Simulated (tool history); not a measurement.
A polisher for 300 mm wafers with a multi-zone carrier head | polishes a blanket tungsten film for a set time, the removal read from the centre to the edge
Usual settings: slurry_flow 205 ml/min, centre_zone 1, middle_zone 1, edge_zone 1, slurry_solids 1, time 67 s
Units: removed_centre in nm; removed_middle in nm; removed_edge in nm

run	day	slurry_flow	centre_zone	middle_zone	edge_zone	slurry_solids	time	incoming thickness of the incoming film, nm	removed_centre	removed_middle	removed_edge
1	0	205	1	1	1	1	67	901.3	326.9	331.3	319
2	0.467	205	1.09	0.93	1	1	67	887.7	353.6	314	320.3
3	0.933	205	0.94	1	1	1	67	901.2	301.2	325.4	325.8
4	1.479	205	1	0.89	0.89	1.3	67	899.3	336.5	311.5	314.9
5	2.117	205	1	1	1	0.85	67	915.5	308	308.5	293
6	2.675	205	0.89	1	0.97	1	47	893.7	196.6	217.3	216.2
7	3.15	205	1	1	1	1	67	900.6	313.2	311.4	310.9
8	3.767	180	0.89	1	1	1	67	899.6	272.2	302.8	308.6
9	4.246	205	1	1	1	1	67	898.4	315.6	310.8	310.7
# day 4.521: worn pad replaced by a new one
# day 4.933: carrier head's membrane replaced by a new one
10	4.954	205	1	1	1	1	67	904.2	324.5	325	327
# day 5.204: slurry nozzle cleaned
11	5.542	205	1	1	0.95	0.9	67	910.5	315.4	310.8	302.1
12	6.258	205	1	1	1	1	67	906.2	318.9	317.1	311.8
13	6.512	205	1	1	1	1	81	904.5	386.4	375.8	371.8
14	7.121	225	1	1.08	1	1	67	896.9	319.1	335.5	311.3
15	7.538	235	1.1	1	0.96	1	67	913.1	351.6	316.6	300.7
16	8.258	205	1	1	1.12	1	57	910.9	264.6	266.9	272
17	8.783	205	1	1	1	1	89	912.9	418.8	405.6	408.9
18	9.075	205	0.88	1.1	1	0.75	59	885.5	223	284	252.2
# day 9.479: worn pad replaced by a new one
# day 9.604: edge zone pressure recalibrated
19	9.625	245	1	1	1	1	67	898.5	335.6	336.8	329.6
20	9.954	260	1	1	1	1	52	889.3	257.5	261.3	248.8
21	10.421	205	0.92	1	1	1	67	886.8	296.2	316.5	311.2

Forecast each of these 5 alternatives for the next run:
A	10.438	205	1	1	1	0.9	67	905.5	?	?	?
B	10.438	205	0.94	1	1	0.75	49	905.5	?	?	?
C	10.438	250	1	1	0.89	1.1	85	905.5	?	?	?
D	10.438	205	1	0.94	1.1	1.25	67	905.5	?	?	?
E	10.438	185	1	1	1	1	57	905.5	?	?	?

run	removed_centre	removed_middle	removed_edge
A	312.5	302.5	305.2
B	205.4	211.7	213.6
C	426.8	412.1	391.4
D	338.6	314.1	347
E	268.9	260.7	263.9
Without the tool's hidden state the same runs would have given:
run	removed_centre	removed_middle	removed_edge
A	323.7	313.3	316.1
B	212.8	219.3	221.2
C	442.1	426.9	405.4
D	350.8	325.3	359.4
E	278.5	270	273.3
